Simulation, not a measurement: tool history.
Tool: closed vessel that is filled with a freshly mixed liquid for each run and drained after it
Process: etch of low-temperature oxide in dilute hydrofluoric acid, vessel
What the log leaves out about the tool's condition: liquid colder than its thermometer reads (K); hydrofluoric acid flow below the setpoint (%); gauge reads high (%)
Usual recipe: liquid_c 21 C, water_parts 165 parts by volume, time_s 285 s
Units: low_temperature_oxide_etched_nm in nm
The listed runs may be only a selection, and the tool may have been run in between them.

run,hour,liquid_c,water_parts,time_s,wafers since the last listed run,hours since the thermometer was replaced,hours since the hydrofluoric acid flow meter was replaced,hours since the gauge calibration,"read-back film thickness of the low-temperature oxide reference wafer, read on the same gauge (nm)",low_temperature_oxide_etched_nm
1,0,21,165,180,0,430.2,519.5,225.9,120.02,14.94
2,28,22.5,165,285,2545,458.2,547.5,253.9,120.01,24.86
# hour 35.4: hydrofluoric acid flow meter replaced
3,87.2,21,230,285,5291,517.4,51.8,313.1,119.99,17.04
4,127.1,21,230,285,3627,557.3,91.7,353,120,16.84
5,163.7,21,165,285,3327,593.9,128.3,389.6,120,24.55
6,206.5,21,165,285,3891,636.7,171.1,432.4,119.99,24.31
# hour 227.5: thermometer replaced
7,261.7,21,165,285,4927,34.2,226.3,487.6,120,26.37
8,326.6,21,165,285,5900,99.1,291.2,552.5,119.97,25.88
9,350.8,21,165,285,2200,123.3,315.4,576.7,120.01,25.63
10,397.7,21,165,285,4264,170.2,362.3,623.6,120.04,24.93
11,430.3,21,165,285,2964,202.8,394.9,656.2,119.99,25.15
12,468.5,21,115,285,3473,241,433.1,694.4,119.97,36.94
13,532.1,21,115,285,5782,304.6,496.7,758,120.01,36.35
# hour 577.2: hydrofluoric acid flow meter replaced
14,581,21,165,285,4355,353.5,3.8,806.9,120.05,26.32
15,606.5,23,215,285,2318,379,29.3,832.4,120.01,20.89
16,650.5,21,165,235,4000,423,73.3,876.4,120.03,21.24
17,683.7,21,165,285,3018,456.2,106.5,909.6,120.02,25.39
18,753.7,19.5,165,285,6364,526.2,176.5,979.6,120.01,23.21
19,813.4,21,165,285,5428,585.9,236.2,1039.3,120.02,24.41
# hour 819.4: gauge calibrated
# hour 829.9: thermometer replaced
20,837.7,21,200,285,2118,7.8,260.5,18.3,120.03,21.34
21,889.1,23.5,165,195,4673,59.2,311.9,69.7,119.99,19.61
22,925.1,24.5,120,330,3273,95.2,347.9,105.7,120.01,49.49
23,986.2,25,165,285,5555,156.3,409,166.8,119.99,29.11
24,1036.9,21,165,285,4609,207,459.7,217.5,119.97,24.55
25,1073.5,26,230,160,3327,243.6,496.3,254.1,120,11.01

Run 26 comes next. What will it give?
# hour 1080: hydrofluoric acid flow meter replaced
26,1126.5,21,165,285,4727,296.6,46.5,307.1,?,?

Run 26 yielded read-back film thickness of the low-temperature oxide reference wafer, read on the same gauge (nm) 120.01, low_temperature_oxide_etched_nm 26.16 nm.
The same run, on a tool lacking any hidden state, would have yielded low_temperature_oxide_etched_nm 27.89 nm.

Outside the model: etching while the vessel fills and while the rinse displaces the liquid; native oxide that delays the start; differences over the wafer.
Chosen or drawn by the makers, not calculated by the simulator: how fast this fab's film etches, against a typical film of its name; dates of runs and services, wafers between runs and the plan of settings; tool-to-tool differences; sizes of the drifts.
